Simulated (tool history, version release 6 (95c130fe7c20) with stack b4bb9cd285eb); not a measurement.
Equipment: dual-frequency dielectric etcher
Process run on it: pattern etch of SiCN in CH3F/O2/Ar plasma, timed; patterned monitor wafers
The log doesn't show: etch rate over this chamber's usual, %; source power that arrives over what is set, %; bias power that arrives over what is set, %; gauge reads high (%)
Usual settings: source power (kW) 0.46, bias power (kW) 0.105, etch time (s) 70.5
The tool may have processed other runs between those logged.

run,hour,source power (kW),bias power (kW),etch time (s),wafers since the last listed run,hours since the last wet clean,hours since the last source power generator calibration,hours since the last bias power generator calibration,hours since the last upper electrode change,hours since the gauge calibration,"read-back reference wafer on the same gauge, depth_nm",mean etch depth across the wafer (angstrom)
1,0,0.46,0.105,77.5,0,146.4,4199.2,1515.4,2463.2,550.2,32.4,357.9
2,45.5,0.46,0.105,55.5,588,191.9,4244.7,1560.9,2508.7,595.7,32.42,254.1
3,115.6,0.46,0.105,70.5,906,262,4314.8,1631,2578.8,665.8,32.36,318.7
4,146.7,0.46,0.105,70.5,402,293.1,4345.9,1662.1,2609.9,696.9,32.38,318.7
5,202.2,0.46,0.12,70.5,717,348.6,4401.4,1717.6,2665.4,752.4,32.37,339.2
6,244.3,0.46,0.12,70.5,544,390.7,4443.5,1759.7,2707.5,794.5,32.4,334
7,273.1,0.46,0.12,70.5,372,419.5,4472.3,1788.5,2736.3,823.3,32.44,329.1
# hour 300.5: wet clean of the chamber
8,340.2,0.46,0.105,70.5,557,39.7,4539.4,1855.6,2803.4,890.4,32.38,321.7
9,373.8,0.46,0.105,70.5,434,73.3,4573,1889.2,2837,924,32.38,317.2
# hour 419.5: upper electrode replaced
10,420,0.46,0.105,70.5,287,119.5,4619.2,1935.4,0.5,970.2,32.42,317.9
11,448.7,0.46,0.088,70.5,371,148.2,4647.9,1964.1,29.2,998.9,32.46,296.6
# hour 457.1: bias power generator calibrated
# hour 477.9: source power generator calibrated
12,503.1,0.46,0.088,70.5,599,202.6,25.2,46,83.6,1053.3,32.37,295.4
13,538.2,0.46,0.105,70.5,453,237.7,60.3,81.1,118.7,1088.4,32.36,320.1
14,566.4,0.46,0.12,70.5,364,265.9,88.5,109.3,146.9,1116.6,32.38,329.6
15,592.9,0.57,0.121,55,342,292.4,115,135.8,173.4,1143.1,32.41,279.2
16,649.3,0.46,0.084,70.5,729,348.8,171.4,192.2,229.8,1199.5,32.37,287.2
# hour 661.5: gauge calibrated
# hour 689.7: wet clean of the chamber
17,716.6,0.46,0.105,70.5,559,26.9,238.7,259.5,297.1,55.1,32.37,324.6
18,780.1,0.46,0.105,70.5,821,90.4,302.2,323,360.6,118.6,32.44,320.8
19,837.8,0.55,0.125,80,746,148.1,359.9,380.7,418.3,176.3,32.4,425.5
20,900.5,0.42,0.116,51,810,210.8,422.6,443.4,481,239,32.41,235.6
21,948.5,0.53,0.114,70.5,620,258.8,470.6,491.4,529,287,32.36,349.9
22,974,0.46,0.105,70.5,329,284.3,496.1,516.9,554.5,312.5,32.34,317.2
23,1023.1,0.54,0.097,70.5,634,333.4,545.2,566,603.6,361.6,32.43,327.6
24,1081.9,0.56,0.105,76.5,760,392.2,604,624.8,662.4,420.4,32.4,363.9

Here are 4 independent what-if runs from the current tool condition. What would each one return?
A,1082.3,0.46,0.116,70.5,5,392.6,604.4,625.2,662.8,420.8,?,?
B,1082.3,0.4,0.105,70.5,5,392.6,604.4,625.2,662.8,420.8,?,?
C,1082.3,0.46,0.124,70.5,5,392.6,604.4,625.2,662.8,420.8,?,?
D,1082.3,0.57,0.122,79,5,392.6,604.4,625.2,662.8,420.8,?,?

run,"read-back reference wafer on the same gauge, depth_nm",mean etch depth across the wafer (angstrom)
A,32.42,323.6
B,32.42,294
C,32.42,332.6
D,32.42,402.3
Take away the tool's hidden state, keep each run's random variation, and the runs would have read:
run,mean etch depth across the wafer (angstrom)
A,339.1
B,308.2
C,348.5
D,421.6
